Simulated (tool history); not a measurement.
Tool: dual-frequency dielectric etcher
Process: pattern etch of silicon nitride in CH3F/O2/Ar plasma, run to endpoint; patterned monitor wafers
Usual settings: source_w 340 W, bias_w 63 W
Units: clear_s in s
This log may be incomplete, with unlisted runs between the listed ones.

| run | hour | source_w | bias_w | incoming incoming film thickness, nm | clear_s |
|---|---|---|---|---|---|
| 1 | 0.0 | 340 | 63 | 58.3 | 82.6 |
| 2 | 45.4 | 340 | 63 | 58.8 | 83.5 |
| 3 | 118.5 | 340 | 63 | 58.5 | 81.9 |
|  | 253.0 | wet clean of the chamber |
| 4 | 253.5 | 280 | 54 | 58.7 | 95.5 |
| 5 | 283.4 | 280 | 54 | 59.0 | 94.9 |
| 6 | 365.3 | 280 | 54 | 58.8 | 93.8 |
| 7 | 402.1 | 340 | 63 | 58.9 | 82.5 |
| 8 | 498.2 | 340 | 63 | 58.1 | 80.9 |
| 9 | 554.8 | 340 | 63 | 58.5 | 81.3 |
| 10 | 648.7 | 340 | 63 | 58.4 | 79.9 |
|  | 684.0 | wet clean of the chamber |
| 11 | 701.5 | 340 | 63 | 58.6 | 83.9 |
| 12 | 743.3 | 340 | 69 | 58.3 | 80.8 |
|  | 798.3 | upper electrode replaced |
| 13 | 842.9 | 340 | 51 | 58.7 | 89.5 |
| 14 | 914.0 | 340 | 58 | 58.7 | 84.1 |
| 15 | 988.4 | 360 | 71 | 58.8 | 76.9 |
|  | 1108.7 | wet clean of the chamber |
| 16 | 1109.2 | 310 | 77 | 58.2 | 80.4 |
|  | 1143.5 | bias power generator calibrated |
| 17 | 1189.9 | 390 | 49 | 59.0 | 89.0 |
|  | 1225.7 | source power generator calibrated |
| 18 | 1266.4 | 340 | 63 | 58.4 | 83.2 |
| 19 | 1465.1 | 310 | 63 | 58.4 | 83.8 |
|  | 1551.5 | wet clean of the chamber |
| 20 | 1552.0 | 420 | 53 | 58.4 | 84.0 |
| 21 | 1640.4 | 370 | 47 | 58.3 | 89.7 |
| 22 | 1696.5 | 340 | 63 | 58.3 | 82.8 |

Consider 3 possible next runs. They are alternatives, not a sequence: every one starts from the tool as it was left by run 22. What does each give?
| A | 1696.9 | 340 | 63 | 58.5 | ? |
| B | 1696.9 | 420 | 56 | 58.5 | ? |
| C | 1696.9 | 360 | 76 | 58.5 | ? |

| run | clear_s |
|---|---|
| A | 83.0 |
| B | 80.5 |
| C | 76.0 |
The same runs, with their run-to-run variation unchanged, on a tool lacking any hidden condition would have given:
| run | clear_s |
|---|---|
| A | 84.4 |
| B | 81.9 |
| C | 77.3 |

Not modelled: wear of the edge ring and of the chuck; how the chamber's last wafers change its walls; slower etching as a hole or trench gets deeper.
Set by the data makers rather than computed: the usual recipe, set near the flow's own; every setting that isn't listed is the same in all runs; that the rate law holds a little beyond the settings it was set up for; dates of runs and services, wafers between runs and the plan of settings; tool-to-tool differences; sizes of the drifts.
